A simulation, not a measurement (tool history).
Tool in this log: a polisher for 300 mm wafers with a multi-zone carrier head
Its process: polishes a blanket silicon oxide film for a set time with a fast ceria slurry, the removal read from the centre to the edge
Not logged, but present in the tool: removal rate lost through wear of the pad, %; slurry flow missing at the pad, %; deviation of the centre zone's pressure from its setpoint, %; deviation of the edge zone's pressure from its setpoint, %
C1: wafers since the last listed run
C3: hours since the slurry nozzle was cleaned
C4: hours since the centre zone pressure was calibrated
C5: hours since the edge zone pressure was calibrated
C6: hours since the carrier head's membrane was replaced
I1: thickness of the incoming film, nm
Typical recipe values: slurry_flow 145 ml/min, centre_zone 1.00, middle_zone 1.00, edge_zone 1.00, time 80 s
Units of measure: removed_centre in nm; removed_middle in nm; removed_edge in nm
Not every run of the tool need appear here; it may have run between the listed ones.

run 1 hour=0.0 | slurry_flow=145 centre_zone=1.00 middle_zone=1.00 edge_zone=1.00 time=80 | C1=0 wafers_polished_on_this_pad=374 C3=203.4 C4=1228.5 C5=273.0 C6=1759.9 | I1=3499.7 | removed_centre=1355.8 removed_middle=1380.2 removed_edge=1393.4
run 2 hour=8.3 | slurry_flow=145 centre_zone=1.00 middle_zone=1.00 edge_zone=1.00 time=80 | C1=43 wafers_polished_on_this_pad=417 C3=211.7 C4=1236.8 C5=281.3 C6=1768.2 | I1=3451.6 | removed_centre=1418.3 removed_middle=1389.0 removed_edge=1388.0
-- hour=40.7 slurry nozzle cleaned
run 3 hour=42.3 | slurry_flow=145 centre_zone=1.00 middle_zone=1.00 edge_zone=1.00 time=80 | C1=172 wafers_polished_on_this_pad=590 C3=1.6 C4=1270.8 C5=315.3 C6=1802.2 | I1=3534.1 | removed_centre=1366.1 removed_middle=1392.1 removed_edge=1423.3
-- hour=57.7 centre zone pressure recalibrated
run 4 hour=60.3 | slurry_flow=145 centre_zone=1.00 middle_zone=1.00 edge_zone=1.00 time=80 | C1=83 wafers_polished_on_this_pad=674 C3=19.6 C4=2.6 C5=333.3 C6=1820.2 | I1=3479.9 | removed_centre=1321.3 removed_middle=1396.8 removed_edge=1401.0
run 5 hour=77.2 | slurry_flow=145 centre_zone=1.00 middle_zone=1.00 edge_zone=1.00 time=80 | C1=88 wafers_polished_on_this_pad=762 C3=36.5 C4=19.5 C5=350.2 C6=1837.1 | I1=3456.5 | removed_centre=1361.0 removed_middle=1373.2 removed_edge=1413.8
run 6 hour=88.8 | slurry_flow=110 centre_zone=1.04 middle_zone=1.00 edge_zone=1.00 time=80 | C1=60 wafers_polished_on_this_pad=822 C3=48.1 C4=31.1 C5=361.8 C6=1848.7 | I1=3526.3 | removed_centre=1296.2 removed_middle=1317.1 removed_edge=1350.9
run 7 hour=98.2 | slurry_flow=145 centre_zone=1.00 middle_zone=1.00 edge_zone=1.00 time=80 | C1=49 wafers_polished_on_this_pad=872 C3=57.5 C4=40.5 C5=371.2 C6=1858.1 | I1=3505.9 | removed_centre=1396.4 removed_middle=1395.0 removed_edge=1440.5
run 8 hour=111.0 | slurry_flow=170 centre_zone=1.04 middle_zone=1.00 edge_zone=0.90 time=100 | C1=66 wafers_polished_on_this_pad=938 C3=70.3 C4=53.3 C5=384.0 C6=1870.9 | I1=3576.8 | removed_centre=1855.2 removed_middle=1795.6 removed_edge=1699.0
run 9 hour=120.8 | slurry_flow=160 centre_zone=1.00 middle_zone=1.00 edge_zone=1.00 time=98 | C1=51 wafers_polished_on_this_pad=990 C3=80.1 C4=63.1 C5=393.8 C6=1880.7 | I1=3500.4 | removed_centre=1720.5 removed_middle=1772.4 removed_edge=1752.2
run 10 hour=136.4 | slurry_flow=145 centre_zone=1.00 middle_zone=0.95 edge_zone=1.00 time=80 | C1=81 wafers_polished_on_this_pad=1071 C3=95.7 C4=78.7 C5=409.4 C6=1896.3 | I1=3555.8 | removed_centre=1359.0 removed_middle=1354.2 removed_edge=1391.8
-- hour=139.4 edge zone pressure recalibrated
-- hour=147.0 worn pad replaced by a new one
run 11 hour=147.5 | slurry_flow=145 centre_zone=1.00 middle_zone=1.00 edge_zone=1.04 time=80 | C1=26 wafers_polished_on_this_pad=2 C3=106.8 C4=89.8 C5=8.1 C6=1907.4 | I1=3505.8 | removed_centre=1409.0 removed_middle=1385.1 removed_edge=1431.4
run 12 hour=161.6 | slurry_flow=145 centre_zone=0.90 middle_zone=0.95 edge_zone=1.00 time=66 | C1=73 wafers_polished_on_this_pad=76 C3=120.9 C4=103.9 C5=22.2 C6=1921.5 | I1=3501.3 | removed_centre=999.3 removed_middle=1078.9 removed_edge=1156.7
run 13 hour=174.5 | slurry_flow=145 centre_zone=0.96 middle_zone=1.00 edge_zone=1.00 time=67 | C1=67 wafers_polished_on_this_pad=143 C3=133.8 C4=116.8 C5=35.1 C6=1934.4 | I1=3507.7 | removed_centre=1125.0 removed_middle=1160.5 removed_edge=1174.4
-- hour=190.4 carrier head's membrane replaced by a new one
run 14 hour=190.9 | slurry_flow=145 centre_zone=0.88 middle_zone=1.05 edge_zone=1.00 time=80 | C1=59 wafers_polished_on_this_pad=203 C3=150.2 C4=133.2 C5=51.5 C6=0.5 | I1=3510.4 | removed_centre=1195.5 removed_middle=1442.8 removed_edge=1445.4
run 15 hour=194.8 | slurry_flow=100 centre_zone=0.89 middle_zone=0.90 edge_zone=1.00 time=96 | C1=20 wafers_polished_on_this_pad=223 C3=154.1 C4=137.1 C5=55.4 C6=4.4 | I1=3525.6 | removed_centre=1328.0 removed_middle=1417.0 removed_edge=1593.7
run 16 hour=204.2 | slurry_flow=145 centre_zone=0.89 middle_zone=1.00 edge_zone=0.92 time=80 | C1=49 wafers_polished_on_this_pad=272 C3=163.5 C4=146.5 C5=64.8 C6=13.8 | I1=3574.3 | removed_centre=1232.7 removed_middle=1404.9 removed_edge=1356.1
run 17 hour=212.2 | slurry_flow=145 centre_zone=1.07 middle_zone=1.05 edge_zone=0.90 time=101 | C1=41 wafers_polished_on_this_pad=314 C3=171.5 C4=154.5 C5=72.8 C6=21.8 | I1=3444.7 | removed_centre=1884.1 removed_middle=1826.7 removed_edge=1674.0
run 18 hour=222.8 | slurry_flow=145 centre_zone=0.90 middle_zone=0.95 edge_zone=1.00 time=66 | C1=55 wafers_polished_on_this_pad=369 C3=182.1 C4=165.1 C5=83.4 C6=32.4 | I1=3514.6 | removed_centre=1024.8 removed_middle=1087.4 removed_edge=1147.8
run 19 hour=230.9 | slurry_flow=165 centre_zone=1.07 middle_zone=1.00 edge_zone=1.08 time=90 | C1=42 wafers_polished_on_this_pad=412 C3=190.2 C4=173.2 C5=91.5 C6=40.5 | I1=3531.8 | removed_centre=1683.3 removed_middle=1579.3 removed_edge=1663.7
run 20 hour=247.7 | slurry_flow=165 centre_zone=1.07 middle_zone=1.00 edge_zone=1.08 time=90 | C1=87 wafers_polished_on_this_pad=500 C3=207.0 C4=190.0 C5=108.3 C6=57.3 | I1=3504.1 | removed_centre=1725.3 removed_middle=1593.5 removed_edge=1681.9
-- hour=257.1 slurry nozzle cleaned
run 21 hour=258.8 | slurry_flow=190 centre_zone=1.00 middle_zone=1.00 edge_zone=1.00 time=80 | C1=52 wafers_polished_on_this_pad=552 C3=1.7 C4=201.1 C5=119.4 C6=68.4 | I1=3545.4 | removed_centre=1469.5 removed_middle=1452.4 removed_edge=1454.9
run 22 hour=273.9 | slurry_flow=145 centre_zone=0.95 middle_zone=1.12 edge_zone=1.00 time=58 | C1=78 wafers_polished_on_this_pad=631 C3=16.8 C4=216.2 C5=134.5 C6=83.5 | I1=3490.2 | removed_centre=935.8 removed_middle=1104.0 removed_edge=1030.9
run 23 hour=283.4 | slurry_flow=145 centre_zone=0.91 middle_zone=1.03 edge_zone=0.96 time=91 | C1=49 wafers_polished_on_this_pad=681 C3=26.3 C4=225.7 C5=144.0 C6=93.0 | I1=3507.4 | removed_centre=1415.1 removed_middle=1645.4 removed_edge=1575.2

Take each entry between the runs: how does the hidden state at the last listed run before it differ from the hidden state at the first listed run after it?
In the gap between runs 2 and 3: slurry nozzle cleaned (hour 40.7)
  both runs share identical hidden conditions
In the gap between runs 3 and 4: centre zone pressure recalibrated (hour 57.7)
  both runs share identical hidden conditions
In the gap between runs 10 and 11: edge zone pressure recalibrated (hour 139.4); worn pad replaced by a new one (hour 147.0)
  both runs share identical hidden conditions
In the gap between runs 13 and 14: carrier head's membrane replaced by a new one (hour 190.4)
  both runs share identical hidden conditions
In the gap between runs 20 and 21: slurry nozzle cleaned (hour 257.1)
  both runs share identical hidden conditions

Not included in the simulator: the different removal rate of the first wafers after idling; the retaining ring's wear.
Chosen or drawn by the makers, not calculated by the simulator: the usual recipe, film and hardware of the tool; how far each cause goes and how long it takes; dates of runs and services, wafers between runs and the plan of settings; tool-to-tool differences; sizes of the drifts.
